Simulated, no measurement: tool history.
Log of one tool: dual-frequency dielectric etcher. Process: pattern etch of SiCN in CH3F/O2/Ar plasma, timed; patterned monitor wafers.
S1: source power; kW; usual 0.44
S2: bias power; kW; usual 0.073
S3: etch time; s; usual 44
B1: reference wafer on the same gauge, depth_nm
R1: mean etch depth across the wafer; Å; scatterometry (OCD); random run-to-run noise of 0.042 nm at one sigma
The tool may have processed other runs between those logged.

run 1 hour=0 | S1=0.44 S2=0.073 S3=44 | B1=16.01 | R1=181.1
run 2 hour=17.5 | S1=0.44 S2=0.073 S3=44 | B1=15.99 | R1=181.6
run 3 hour=26 | S1=0.44 S2=0.073 S3=44 | B1=16 | R1=181.7
run 4 hour=40.1 | S1=0.44 S2=0.073 S3=44 | B1=16.02 | R1=181.2
run 5 hour=55.4 | S1=0.39 S2=0.073 S3=44 | B1=15.99 | R1=174.3
-- hour=87 upper electrode replaced, of another model than before
-- hour=91.3 bias power generator calibrated
-- hour=92.4 source power generator calibrated
-- hour=102.7 wet clean of the chamber
run 6 hour=103.2 | S1=0.39 S2=0.073 S3=44 | B1=16.02 | R1=169.8
run 7 hour=103.5 | S1=0.44 S2=0.073 S3=44 | B1=15.99 | R1=175.1
run 8 hour=103.9 | S1=0.36 S2=0.067 S3=32 | B1=16.01 | R1=118.9
run 9 hour=104.2 | S1=0.44 S2=0.073 S3=44 | B1=15.99 | R1=175.7
run 10 hour=129 | S1=0.44 S2=0.073 S3=44 | B1=16 | R1=176.7
run 11 hour=135.2 | S1=0.35 S2=0.085 S3=37 | B1=15.99 | R1=145
-- hour=136.1 gauge calibrated
run 12 hour=143.5 | S1=0.44 S2=0.088 S3=33 | B1=16 | R1=137.8
run 13 hour=159.7 | S1=0.44 S2=0.078 S3=44 | B1=16 | R1=178.7
run 14 hour=173.1 | S1=0.44 S2=0.073 S3=44 | B1=16 | R1=176
run 15 hour=202.8 | S1=0.44 S2=0.082 S3=48 | B1=15.99 | R1=198.7

What the log doesn't show, run by run:
source power that arrives over what is set, %: 0 in every run
bias power that arrives over what is set, %: 0 in every run
gauge reads high (%): 0 in every run
H1: etch rate over this chamber's usual, %
run=1 H1=3.52
run=2 H1=3.65
run=3 H1=3.72
run=4 H1=3.83
run=5 H1=3.95
run=6 H1=0.282
run=7 H1=0.284
run=8 H1=0.287
run=9 H1=0.289
run=10 H1=0.482
run=11 H1=0.531
run=12 H1=0.595
run=13 H1=0.721
run=14 H1=0.825
run=15 H1=1.06
